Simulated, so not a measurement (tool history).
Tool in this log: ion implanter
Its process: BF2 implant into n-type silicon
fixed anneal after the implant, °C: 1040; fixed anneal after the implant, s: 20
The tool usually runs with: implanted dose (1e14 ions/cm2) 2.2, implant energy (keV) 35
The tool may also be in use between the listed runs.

run    hour  implanted dose (1e14 ions/cm2)  implant energy (keV)  wafers since the last listed run  hours since the last dose calibration  hours since the extraction supply was calibrated  hours since the gauge calibration  read-back reference wafer on the same gauge, sheet resistance  sheet resistance of the implanted and annealed layer (ohm/square)
  1       0                             2.2                    35                                 0                                  838.2                                            1228.8                             1037.7                                                         417.13                                                             454.04
  2    57.8                             2.2                    35                              1322                                    896                                            1286.6                             1095.5                                                         417.42                                                              454.4
  3   110.5                             2.2                    35                              1205                                  948.7                                            1339.3                             1148.2                                                         417.29                                                             457.92
      140.7  -- Faraday cup replaced and dose calibrated
  4   154.2                             2.2                    35                               816                                   13.5                                              1383                             1191.9                                                         416.92                                                             435.89
  5   204.5                             2.2                    35                              1150                                   63.8                                            1433.3                             1242.2                                                         416.58                                                             438.48
  6   309.9                             2.2                    35                              2410                                  169.2                                            1538.7                             1347.6                                                         417.29                                                             443.14
  7   350.8                            2.48                  44.5                               935                                  210.1                                            1579.6                             1388.5                                                         416.42                                                             391.92
  8   393.2                             2.2                    42                               969                                  252.5                                              1622                             1430.9                                                         416.87                                                                437
      434.9  -- gauge calibrated
  9   458.8                             2.2                    42                              1500                                  318.1                                            1687.6                               23.9                                                         417.17                                                             435.14
 10   495.3                             2.2                    35                               834                                  354.6                                            1724.1                               60.4                                                         417.56                                                             448.49
 11     522                             2.2                    35                               610                                  381.3                                            1750.8                               87.1                                                         416.78                                                             446.68
 12   553.2                             2.2                    35                               713                                  412.5                                              1782                              118.3                                                         416.61                                                             449.25
 13   751.5                             2.2                    35                              4535                                  610.8                                            1980.3                              316.6                                                         417.04                                                             447.66
 14   817.3                            2.43                    30                              1505                                  676.6                                            2046.1                              382.4                                                         416.72                                                             424.84
      846.7  -- extraction supply calibrated
 15   881.9                            2.61                  25.5                              1294                                  741.2                                              35.2                                447                                                         417.64                                                             401.49
 16   945.9                            2.61                  25.5                              1463                                  805.2                                              99.2                                511                                                         417.46                                                             401.33
 17    1005                            1.98                  45.5                              1351                                  864.3                                             158.3                              570.1                                                         417.12                                                             476.02
 18  1048.9                            2.39                  24.5                              1004                                  908.2                                             202.2                                614                                                         417.55                                                             441.28
     1066.4  -- Faraday cup replaced and dose calibrated
 19  1117.4                            2.46                    46                              1383                                     51                                             270.7                              682.5                                                         416.46                                                             388.05
 20  1162.3                            2.39                    45                              1026                                   95.9                                             315.6                              727.4                                                         416.99                                                              397.4
 21  1268.2                             2.2                  24.5                              2422                                  201.8                                             421.5                              833.3                                                         416.66                                                             462.45
 22  1297.5                             2.2                    35                               670                                  231.1                                             450.8                              862.6                                                         417.26                                                             444.63
 23  1327.2                            1.77                    32                               679                                  260.8                                             480.5                              892.3                                                         417.07                                                             537.74
 24    1384                            1.59                  46.5                              1299                                  317.6                                             537.3                              949.1                                                         416.95                                                             566.24
 25  1421.4                             2.2                    35                               855                                    355                                             574.7                              986.5                                                         416.91                                                             449.66

3 options for the next run, each taken on its own from the tool as it stands now. Forecast them:
  A  1421.8                             2.2                  39.5                                 9                                  355.4                                             575.1                              986.9                                                              ?                                                                  ?
  B  1421.8                            2.61                    26                                 9                                  355.4                                             575.1                              986.9                                                              ?                                                                  ?
  C  1421.8                            1.66                    35                                 9                                  355.4                                             575.1                              986.9                                                              ?                                                                  ?

run  read-back reference wafer on the same gauge, sheet resistance  sheet resistance of the implanted and annealed layer (ohm/square)
  A                                                         417.39                                                             442.66
  B                                                         417.39                                                             401.41
  C                                                         417.39                                                             566.76
With the hidden condition removed and each run's random variation left untouched, the same runs would have given:
run  sheet resistance of the implanted and annealed layer (ohm/square)
  A                                                             430.06
  B                                                             389.74
  C                                                             550.72

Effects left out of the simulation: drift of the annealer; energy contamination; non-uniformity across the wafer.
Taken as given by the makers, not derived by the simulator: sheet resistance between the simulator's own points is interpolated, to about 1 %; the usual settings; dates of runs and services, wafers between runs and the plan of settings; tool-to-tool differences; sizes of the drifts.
